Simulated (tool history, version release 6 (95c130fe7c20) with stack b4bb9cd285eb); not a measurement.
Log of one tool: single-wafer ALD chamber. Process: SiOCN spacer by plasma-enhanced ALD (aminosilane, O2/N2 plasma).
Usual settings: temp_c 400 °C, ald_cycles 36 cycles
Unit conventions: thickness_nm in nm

run    hour  temp_c  ald_cycles  wafers since the last listed run  hours since the last thermocouple change  hours since the gauge calibration  read-back reference wafer on the same gauge, thickness_nm  thickness_nm
  1     0.0     400          36                                 0                                    2022.5                               66.1                                                      2.457         2.089
  2    30.5     400          36                               150                                    2053.0                               96.6                                                      2.455         2.116
  3   137.0     400          36                               526                                    2159.5                              203.1                                                      2.453         2.105
  4   170.2     400          31                               164                                    2192.7                              236.3                                                      2.450         1.832
  5   200.2     400          31                               148                                    2222.7                              266.3                                                      2.448         1.810
  6   225.9     410          34                               127                                    2248.4                              292.0                                                      2.455         1.926
  7   256.6     410          34                               151                                    2279.1                              322.7                                                      2.443         1.911
  8   284.5     400          36                               137                                    2307.0                              350.6                                                      2.448         2.098
  9   302.3     400          36                                87                                    2324.8                              368.4                                                      2.444         2.100
 10   334.2     400          36                               157                                    2356.7                              400.3                                                      2.445         2.097
 11   409.8     400          36                               373                                    2432.3                              475.9                                                      2.436         2.089
      446.3  -- thermocouple changed; heater temperature recalibrated
 12   446.8     400          32                               143                                       0.5                              512.9                                                      2.428         1.869
 13   469.9     400          32                               114                                      23.6                              536.0                                                      2.424         1.867
 14   483.0     400          32                                64                                      36.7                              549.1                                                      2.430         1.855
 15   513.1     400          36                               148                                      66.8                              579.2                                                      2.423         2.090
 16   529.4     400          36                                80                                      83.1                              595.5                                                      2.426         2.099
 17   565.0     400          36                               175                                     118.7                              631.1                                                      2.419         2.073
 18   581.3     400          36                                80                                     135.0                              647.4                                                      2.411         2.081
 19   608.2     400          36                               132                                     161.9                              674.3                                                      2.415         2.074
 20   638.5     411          36                               149                                     192.2                              704.6                                                      2.411         1.997
 21   673.1     400          36                               171                                     226.8                              739.2                                                      2.403         2.077
 22   708.9     400          36                               176                                     262.6                              775.0                                                      2.398         2.059
 23   737.5     386          43                               141                                     291.2                              803.6                                                      2.403         2.452
 24   767.0     396          40                               145                                     320.7                              833.1                                                      2.394         2.291
 25   798.4     400          36                               155                                     352.1                              864.5                                                      2.386         2.046
 26   826.4     389          43                               138                                     380.1                              892.5                                                      2.382         2.442
 27   847.6     400          32                               104                                     401.3                              913.7                                                      2.375         1.827
 28   861.0     413          39                                66                                     414.7                              927.1                                                      2.383         2.124
      878.4  -- gauge calibrated
 29   880.2     409          31                                94                                     433.9                                1.8                                                      2.460         1.764
 30   902.4     389          31                               109                                     456.1                               24.0                                                      2.455         1.807
 31   916.9     394          42                                71                                     470.6                               38.5                                                      2.457         2.476
 32   933.1     405          39                                80                                     486.8                               54.7                                                      2.456         2.245
 33   967.1     386          38                               168                                     520.8                               88.7                                                      2.457         2.215
 34   985.3     400          36                                89                                     539.0                              106.9                                                      2.457         2.095
 35  1008.6     405          39                               115                                     562.3                              130.2                                                      2.458         2.235
 36  1021.4     414          33                                63                                     575.1                              143.0                                                      2.458         1.831
 37  1035.9     400          29                                71                                     589.6                              157.5                                                      2.457         1.712
 38  1064.6     404          38                               141                                     618.3                              186.2                                                      2.458         2.198
 39  1096.3     400          36                               156                                     650.0                              217.9                                                      2.450         2.086
 40  1131.2     389          34                               172                                     684.9                              252.8                                                      2.443         1.995
 41  1152.7     400          36                               106                                     706.4                              274.3                                                      2.447         2.109
 42  1181.6     396          41                               142                                     735.3                              303.2                                                      2.449         2.399

Give the tool's hidden conditions for every run:
wafer temperature above the value expected at the setpoint (K): 0 on each run
H1: gauge reads high (%)
run       H1
  1    0.267
  2    0.247
  3    0.123
  4   0.0664
  5  0.00772
  6  -0.0481
  7   -0.122
  8   -0.195
  9   -0.244
 10    -0.34
 11   -0.598
 12    -0.74
 13   -0.834
 14    -0.89
 15    -1.02
 16     -1.1
 17    -1.27
 18    -1.35
 19    -1.49
 20    -1.65
 21    -1.84
 22    -2.05
 23    -2.23
 24    -2.42
 25    -2.62
 26    -2.82
 27    -2.97
 28    -3.06
 29    0.283
 30    0.281
 31    0.277
 32    0.271
 33    0.252
 34    0.238
 35    0.217
 36    0.203
 37    0.186
 38    0.148
 39   0.0981
 40   0.0342
 41  -0.0099
 42  -0.0748
